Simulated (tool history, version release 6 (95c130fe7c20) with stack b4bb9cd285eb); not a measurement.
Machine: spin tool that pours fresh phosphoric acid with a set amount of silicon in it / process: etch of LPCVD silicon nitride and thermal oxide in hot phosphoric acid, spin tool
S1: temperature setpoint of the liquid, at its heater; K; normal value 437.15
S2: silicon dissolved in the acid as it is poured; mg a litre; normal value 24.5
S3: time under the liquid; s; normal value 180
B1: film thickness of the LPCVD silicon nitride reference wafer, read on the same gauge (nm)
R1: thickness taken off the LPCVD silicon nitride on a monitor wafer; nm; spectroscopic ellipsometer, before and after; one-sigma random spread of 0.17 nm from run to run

run	hour	S1	S2	S3	B1	R1
1	0	437.15	24.5	180	119.98	16.83
# hour 41.2: dissolved silicon flow meter replaced
2	49.4	437.15	24.5	235	119.99	21.98
3	77.9	437.15	11	95	120.01	8.87
4	114.8	437.15	38	265	120.01	24.88
5	183.8	437.15	6.5	145	119.99	13.35
# hour 204.9: heated supply line repaired
6	248.1	437.15	12	115	120	11.81
7	310.1	439.15	24.5	180	120.01	19.44
8	380.4	435.15	24.5	180	119.99	17.21
# hour 433.7: thermometer replaced
9	434.8	438.65	24.5	180	120.02	19.41
10	464.8	437.15	24.5	180	120.02	18.1
11	531.7	435.65	11	95	120	9.12
# hour 543.9: gauge calibrated
12	561.2	437.15	24.5	240	120.01	23.76
13	625.6	437.15	18.5	180	120	18.04
14	785.8	437.15	24.5	180	120.01	17.85
15	847.2	438.65	24.5	150	120.03	15.46
# hour 890.9: dissolved silicon flow meter replaced
# hour 907.9: thermometer replaced
16	983.7	437.15	11	95	120	9.22
17	1052.2	434.15	24.5	230	120	20.24
18	1106	434.65	19	180	119.99	15.86
19	1167.1	437.15	31	285	120	27.39

What does the tool deliver on the next run?
20	1209.7	437.15	24.5	120	?	?

For run 20 the tool returned B1 120.01, R1 11.56 nm.
With no hidden state in the tool, this same run would have given R1 12.51 nm.

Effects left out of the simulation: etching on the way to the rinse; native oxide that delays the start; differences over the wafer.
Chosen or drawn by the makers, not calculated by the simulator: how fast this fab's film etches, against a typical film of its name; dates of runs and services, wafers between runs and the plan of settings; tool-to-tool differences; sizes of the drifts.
